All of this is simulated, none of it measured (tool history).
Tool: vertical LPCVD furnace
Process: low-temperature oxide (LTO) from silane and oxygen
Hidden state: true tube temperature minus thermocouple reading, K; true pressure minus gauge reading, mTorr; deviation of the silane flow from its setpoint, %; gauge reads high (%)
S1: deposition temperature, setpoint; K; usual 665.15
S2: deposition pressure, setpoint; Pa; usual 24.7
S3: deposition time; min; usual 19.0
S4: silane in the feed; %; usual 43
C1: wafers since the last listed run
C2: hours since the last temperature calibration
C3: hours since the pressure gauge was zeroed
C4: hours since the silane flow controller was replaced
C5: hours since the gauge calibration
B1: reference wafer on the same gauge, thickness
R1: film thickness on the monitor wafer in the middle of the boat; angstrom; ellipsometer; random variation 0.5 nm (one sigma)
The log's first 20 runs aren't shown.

run 21 hour=1280.0 | S1=675.15 S2=24.7 S3=13.0 S4=43 | C1=868 C2=527.8 C3=957.1 C4=906.9 C5=258.9 | B1=170.03 | R1=1204.4
run 22 hour=1350.4 | S1=665.15 S2=20.0 S3=19.0 S4=48 | C1=895 C2=598.2 C3=1027.5 C4=977.3 C5=329.3 | B1=170.10 | R1=1441.5
run 23 hour=1403.0 | S1=665.15 S2=24.7 S3=19.0 S4=43 | C1=668 C2=650.8 C3=1080.1 C4=1029.9 C5=381.9 | B1=169.95 | R1=1577.6
run 24 hour=1470.8 | S1=665.15 S2=24.7 S3=22.0 S4=38 | C1=862 C2=718.6 C3=1147.9 C4=1097.7 C5=449.7 | B1=170.05 | R1=1575.7
run 25 hour=1525.8 | S1=674.15 S2=24.7 S3=19.0 S4=46 | C1=699 C2=773.6 C3=1202.9 C4=1152.7 C5=504.7 | B1=170.16 | R1=1861.7
run 26 hour=1558.5 | S1=660.15 S2=24.7 S3=14.0 S4=36 | C1=415 C2=806.3 C3=1235.6 C4=1185.4 C5=537.4 | B1=170.12 | R1=883.3
run 27 hour=1628.6 | S1=665.15 S2=24.7 S3=19.0 S4=43 | C1=891 C2=876.4 C3=1305.7 C4=1255.5 C5=607.5 | B1=169.87 | R1=1593.1
run 28 hour=1668.6 | S1=665.15 S2=24.7 S3=19.0 S4=46 | C1=508 C2=916.4 C3=1345.7 C4=1295.5 C5=647.5 | B1=170.21 | R1=1698.8
run 29 hour=1701.8 | S1=668.15 S2=21.3 S3=23.5 S4=50 | C1=422 C2=949.6 C3=1378.9 C4=1328.7 C5=680.7 | B1=169.96 | R1=2027.7
run 30 hour=1768.9 | S1=675.15 S2=21.3 S3=23.0 S4=37 | C1=853 C2=1016.7 C3=1446.0 C4=1395.8 C5=747.8 | B1=170.05 | R1=1533.1

5 ways to go on from here, each from the tool as it stands after run 30. What would each give?
run A hour=1773.6 | S1=668.15 S2=24.7 S3=19.0 S4=43 | C1=59 C2=1021.4 C3=1450.7 C4=1400.5 C5=752.5 | B1=? | R1=?
run B hour=1773.6 | S1=672.15 S2=24.7 S3=19.0 S4=45 | C1=59 C2=1021.4 C3=1450.7 C4=1400.5 C5=752.5 | B1=? | R1=?
run C hour=1773.6 | S1=661.15 S2=24.7 S3=22.5 S4=43 | C1=59 C2=1021.4 C3=1450.7 C4=1400.5 C5=752.5 | B1=? | R1=?
run D hour=1773.6 | S1=674.15 S2=20.0 S3=12.0 S4=38 | C1=59 C2=1021.4 C3=1450.7 C4=1400.5 C5=752.5 | B1=? | R1=?
run E hour=1773.6 | S1=657.15 S2=24.7 S3=19.0 S4=43 | C1=59 C2=1021.4 C3=1450.7 C4=1400.5 C5=752.5 | B1=? | R1=?

run=A B1=170.03 R1=1639.4
run=B B1=170.03 R1=1797.2
run=C B1=170.03 R1=1795.7
run=D B1=170.03 R1=775.2
run=E B1=170.03 R1=1448.8
Without the tool's hidden state the same runs would have given:
run=A R1=1639.4
run=B R1=1797.2
run=C R1=1795.7
run=D R1=775.2
run=E R1=1448.8

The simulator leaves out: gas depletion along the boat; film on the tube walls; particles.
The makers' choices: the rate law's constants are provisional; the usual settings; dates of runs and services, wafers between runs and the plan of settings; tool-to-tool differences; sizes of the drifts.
